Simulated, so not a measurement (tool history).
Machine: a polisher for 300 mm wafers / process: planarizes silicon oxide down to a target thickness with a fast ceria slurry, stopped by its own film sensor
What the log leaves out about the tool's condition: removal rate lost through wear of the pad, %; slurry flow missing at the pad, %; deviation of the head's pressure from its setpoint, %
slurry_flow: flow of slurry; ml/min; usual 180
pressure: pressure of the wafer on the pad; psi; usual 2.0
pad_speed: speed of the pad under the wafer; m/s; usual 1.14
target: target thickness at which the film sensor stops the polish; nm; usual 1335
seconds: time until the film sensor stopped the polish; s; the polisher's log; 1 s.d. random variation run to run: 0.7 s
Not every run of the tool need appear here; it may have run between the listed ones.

| run | hour | slurry_flow | pressure | pad_speed | target | wafers since the last listed run | wafers polished on this pad | hours since the slurry nozzle was cleaned | hours since the head pressure was calibrated | incoming thickness of the incoming film, nm | seconds |
|---|---|---|---|---|---|---|---|---|---|---|---|
| 1 | 0.0 | 180 | 2.0 | 1.14 | 1335 | 0 | 774 | 268.1 | 1209.6 | 2258.8 | 63.2 |
| 2 | 16.4 | 180 | 2.0 | 1.14 | 1335 | 218 | 992 | 284.5 | 1226.0 | 2287.9 | 65.0 |
| 3 | 38.8 | 180 | 2.2 | 1.14 | 1335 | 297 | 1290 | 306.9 | 1248.4 | 2256.7 | 59.3 |
|  | 52.6 | worn pad replaced by a new one |
| 4 | 55.8 | 180 | 2.2 | 1.14 | 1335 | 172 | 42 | 323.9 | 1265.4 | 2244.2 | 54.9 |
| 5 | 66.6 | 180 | 2.2 | 1.14 | 1335 | 143 | 186 | 334.7 | 1276.2 | 2259.6 | 56.0 |
| 6 | 81.5 | 180 | 2.0 | 1.14 | 1528 | 198 | 384 | 349.6 | 1291.1 | 2259.2 | 50.0 |
| 7 | 98.7 | 180 | 2.0 | 1.14 | 1528 | 228 | 613 | 366.8 | 1308.3 | 2260.7 | 50.0 |
| 8 | 114.6 | 180 | 2.0 | 1.14 | 1528 | 211 | 824 | 382.7 | 1324.2 | 2255.7 | 51.7 |
| 9 | 127.3 | 155 | 2.0 | 1.14 | 1335 | 168 | 993 | 395.4 | 1336.9 | 2254.7 | 65.5 |
|  | 129.4 | head pressure recalibrated |
| 10 | 137.9 | 155 | 2.0 | 1.14 | 1335 | 114 | 1107 | 406.0 | 8.5 | 2252.4 | 65.1 |
| 11 | 152.5 | 155 | 2.0 | 1.14 | 1335 | 194 | 1302 | 420.6 | 23.1 | 2269.2 | 66.6 |
|  | 160.2 | worn pad replaced by a new one |
| 12 | 170.5 | 180 | 2.0 | 1.14 | 1335 | 186 | 136 | 438.6 | 41.1 | 2223.0 | 59.8 |
| 13 | 187.1 | 180 | 2.0 | 1.14 | 1335 | 220 | 357 | 455.2 | 57.7 | 2231.3 | 61.7 |
| 14 | 193.8 | 180 | 2.0 | 1.14 | 1335 | 89 | 446 | 461.9 | 64.4 | 2241.1 | 62.2 |
| 15 | 208.6 | 180 | 2.0 | 1.14 | 1335 | 196 | 643 | 476.7 | 79.2 | 2238.1 | 61.0 |
| 16 | 222.5 | 180 | 2.0 | 1.14 | 1335 | 184 | 828 | 490.6 | 93.1 | 2213.5 | 61.9 |
| 17 | 235.7 | 120 | 1.6 | 0.84 | 1335 | 175 | 1003 | 503.8 | 106.3 | 2257.8 | 104.3 |
| 18 | 260.5 | 220 | 2.0 | 0.96 | 1335 | 329 | 1333 | 528.6 | 131.1 | 2241.8 | 72.2 |
| 19 | 272.9 | 240 | 2.4 | 1.14 | 1335 | 164 | 1498 | 541.0 | 143.5 | 2241.8 | 53.8 |
|  | 291.1 | worn pad replaced by a new one |
|  | 298.0 | slurry nozzle cleaned |
| 20 | 305.7 | 235 | 2.6 | 1.14 | 1335 | 369 | 181 | 7.7 | 176.3 | 2226.9 | 44.0 |
| 21 | 318.9 | 180 | 1.5 | 1.14 | 1335 | 175 | 356 | 20.9 | 189.5 | 2251.1 | 74.4 |
| 22 | 332.1 | 135 | 2.0 | 1.14 | 1026 | 175 | 532 | 34.1 | 202.7 | 2235.3 | 81.6 |
| 23 | 348.9 | 180 | 2.0 | 1.14 | 1528 | 223 | 755 | 50.9 | 219.5 | 2267.8 | 49.2 |
| 24 | 357.5 | 180 | 2.0 | 1.14 | 1335 | 114 | 870 | 59.5 | 228.1 | 2254.8 | 61.4 |
| 25 | 370.8 | 180 | 2.0 | 1.14 | 1335 | 176 | 1046 | 72.8 | 241.4 | 2287.2 | 63.9 |
| 26 | 379.0 | 180 | 1.7 | 1.14 | 1335 | 109 | 1155 | 81.0 | 249.6 | 2308.9 | 76.2 |
| 27 | 395.0 | 180 | 2.0 | 1.14 | 1335 | 212 | 1368 | 97.0 | 265.6 | 2242.4 | 62.0 |
| 28 | 404.3 | 180 | 2.0 | 1.50 | 1335 | 123 | 1492 | 106.3 | 274.9 | 2231.2 | 49.8 |
| 29 | 410.4 | 180 | 2.0 | 0.80 | 1335 | 81 | 1573 | 112.4 | 281.0 | 2288.1 | 82.7 |
| 30 | 420.8 | 180 | 2.0 | 1.14 | 1335 | 138 | 1711 | 122.8 | 291.4 | 2261.7 | 62.1 |
|  | 425.6 | worn pad replaced by a new one |
| 31 | 432.7 | 200 | 1.7 | 1.14 | 1335 | 105 | 94 | 134.7 | 303.3 | 2271.9 | 68.2 |
| 32 | 446.5 | 210 | 1.6 | 1.26 | 1335 | 183 | 277 | 148.5 | 317.1 | 2271.3 | 66.1 |
| 33 | 460.2 | 140 | 2.3 | 1.14 | 1100 | 182 | 459 | 162.2 | 330.8 | 2286.6 | 70.8 |
| 34 | 478.0 | 235 | 2.5 | 0.98 | 1639 | 236 | 696 | 180.0 | 348.6 | 2252.0 | 36.3 |
| 35 | 493.4 | 180 | 2.3 | 1.14 | 1335 | 204 | 901 | 195.4 | 364.0 | 2268.5 | 56.2 |
| 36 | 504.3 | 180 | 2.0 | 0.78 | 1335 | 144 | 1046 | 206.3 | 374.9 | 2312.1 | 87.2 |
| 37 | 513.9 | 135 | 2.2 | 1.50 | 1335 | 127 | 1173 | 215.9 | 384.5 | 2216.1 | 47.6 |
| 38 | 524.8 | 180 | 2.0 | 1.14 | 1175 | 144 | 1318 | 226.8 | 395.4 | 2251.3 | 73.6 |

3 ways to go on from here, each from the tool as it stands after run 38. What would each give?
| A | 525.2 | 180 | 2.0 | 1.14 | 1335 | 5 | 1324 | 227.2 | 395.8 | 2260.3 | ? |
| B | 525.2 | 210 | 2.0 | 0.90 | 1145 | 5 | 1324 | 227.2 | 395.8 | 2260.3 | ? |
| C | 525.2 | 180 | 1.6 | 0.94 | 1335 | 5 | 1324 | 227.2 | 395.8 | 2260.3 | ? |

| run | seconds |
|---|---|
| A | 64.4 |
| B | 89.9 |
| C | 88.1 |
Take away the tool's hidden state, keep each run's random variation, and the runs would have read:
| run | seconds |
|---|---|
| A | 58.2 |
| B | 81.6 |
| C | 79.7 |

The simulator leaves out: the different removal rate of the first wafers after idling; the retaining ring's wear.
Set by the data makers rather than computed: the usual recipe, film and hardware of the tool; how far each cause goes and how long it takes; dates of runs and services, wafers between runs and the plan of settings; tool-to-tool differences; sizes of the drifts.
